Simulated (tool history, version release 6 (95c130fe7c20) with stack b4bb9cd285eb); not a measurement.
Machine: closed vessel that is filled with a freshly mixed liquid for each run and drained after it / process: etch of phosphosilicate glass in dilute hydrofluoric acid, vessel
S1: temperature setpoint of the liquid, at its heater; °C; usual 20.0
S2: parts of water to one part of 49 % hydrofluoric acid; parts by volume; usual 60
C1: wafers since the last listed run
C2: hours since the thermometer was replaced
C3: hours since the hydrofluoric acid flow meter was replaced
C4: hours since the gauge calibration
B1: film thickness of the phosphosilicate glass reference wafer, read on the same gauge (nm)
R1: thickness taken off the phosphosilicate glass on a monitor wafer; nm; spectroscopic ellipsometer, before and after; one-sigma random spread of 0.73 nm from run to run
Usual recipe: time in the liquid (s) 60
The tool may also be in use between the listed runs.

{"run": 1, "hour": 0.0, "S1": 20.0, "S2": 60, "time in the liquid (s)": 60, "C1": 0, "C2": 1545.6, "C3": 244.7, "C4": 45.4, "B1": 100.02, "R1": 104.43}
{"run": 2, "hour": 67.2, "S1": 20.0, "S2": 60, "time in the liquid (s)": 85, "C1": 8676, "C2": 1612.8, "C3": 311.9, "C4": 112.6, "B1": 100.0, "R1": 146.21}
{"run": 3, "hour": 122.7, "S1": 20.0, "S2": 60, "time in the liquid (s)": 85, "C1": 7165, "C2": 1668.3, "C3": 367.4, "C4": 168.1, "B1": 99.99, "R1": 147.28}
{"run": 4, "hour": 174.5, "S1": 20.0, "S2": 60, "time in the liquid (s)": 85, "C1": 6688, "C2": 1720.1, "C3": 419.2, "C4": 219.9, "B1": 99.99, "R1": 149.02}
{"run": 5, "hour": 233.1, "S1": 20.0, "S2": 60, "time in the liquid (s)": 30, "C1": 7566, "C2": 1778.7, "C3": 477.8, "C4": 278.5, "B1": 100.0, "R1": 52.16}
{"run": 6, "hour": 270.3, "S1": 20.0, "S2": 60, "time in the liquid (s)": 30, "C1": 4803, "C2": 1815.9, "C3": 515.0, "C4": 315.7, "B1": 100.0, "R1": 51.98}
{"run": 7, "hour": 322.6, "S1": 20.0, "S2": 60, "time in the liquid (s)": 50, "C1": 6752, "C2": 1868.2, "C3": 567.3, "C4": 368.0, "B1": 100.01, "R1": 88.65}
{"run": 8, "hour": 382.3, "S1": 20.0, "S2": 60, "time in the liquid (s)": 50, "C1": 7708, "C2": 1927.9, "C3": 627.0, "C4": 427.7, "B1": 99.99, "R1": 87.93}
{"run": 9, "hour": 431.9, "S1": 20.0, "S2": 60, "time in the liquid (s)": 50, "C1": 6404, "C2": 1977.5, "C3": 676.6, "C4": 477.3, "B1": 100.0, "R1": 87.37}
{"run": 10, "hour": 496.6, "S1": 20.0, "S2": 60, "time in the liquid (s)": 60, "C1": 8353, "C2": 2042.2, "C3": 741.3, "C4": 542.0, "B1": 100.03, "R1": 105.0}
{"run": 11, "hour": 559.6, "S1": 18.0, "S2": 75, "time in the liquid (s)": 90, "C1": 8134, "C2": 2105.2, "C3": 804.3, "C4": 605.0, "B1": 99.98, "R1": 114.71}
{"run": 12, "hour": 598.4, "S1": 22.5, "S2": 30, "time in the liquid (s)": 80, "C1": 5009, "C2": 2144.0, "C3": 843.1, "C4": 643.8, "B1": 100.02, "R1": 327.23}
{"hour": 687.7, "done": "hydrofluoric acid flow meter replaced"}
{"run": 13, "hour": 702.2, "S1": 20.0, "S2": 70, "time in the liquid (s)": 45, "C1": 13272, "C2": 2247.8, "C3": 14.5, "C4": 747.6, "B1": 100.01, "R1": 70.77}
{"run": 14, "hour": 729.8, "S1": 20.0, "S2": 40, "time in the liquid (s)": 80, "C1": 3563, "C2": 2275.4, "C3": 42.1, "C4": 775.2, "B1": 100.01, "R1": 226.42}
{"run": 15, "hour": 769.4, "S1": 17.0, "S2": 35, "time in the liquid (s)": 30, "C1": 5112, "C2": 2315.0, "C3": 81.7, "C4": 814.8, "B1": 99.98, "R1": 85.96}
{"hour": 792.9, "done": "thermometer replaced"}
{"run": 16, "hour": 809.6, "S1": 20.0, "S2": 60, "time in the liquid (s)": 30, "C1": 5061, "C2": 16.7, "C3": 121.9, "C4": 855.0, "B1": 99.99, "R1": 55.72}

Run 17 has not been measured yet. What should we expect?
{"hour": 898.2, "done": "hydrofluoric acid flow meter replaced, repeated, since the last time left the tool worse"}
{"hour": 935.3, "done": "gauge calibrated"}
{"run": 17, "hour": 1021.1, "S1": 20.0, "S2": 75, "time in the liquid (s)": 30, "C1": 27178, "C2": 228.2, "C3": 122.9, "C4": 85.8, "B1": "?", "R1": "?"}

{"run 17": {"B1": 100.0, "R1": 40.84}}
Without the tool's hidden state the same run would have given R1 40.07 nm.
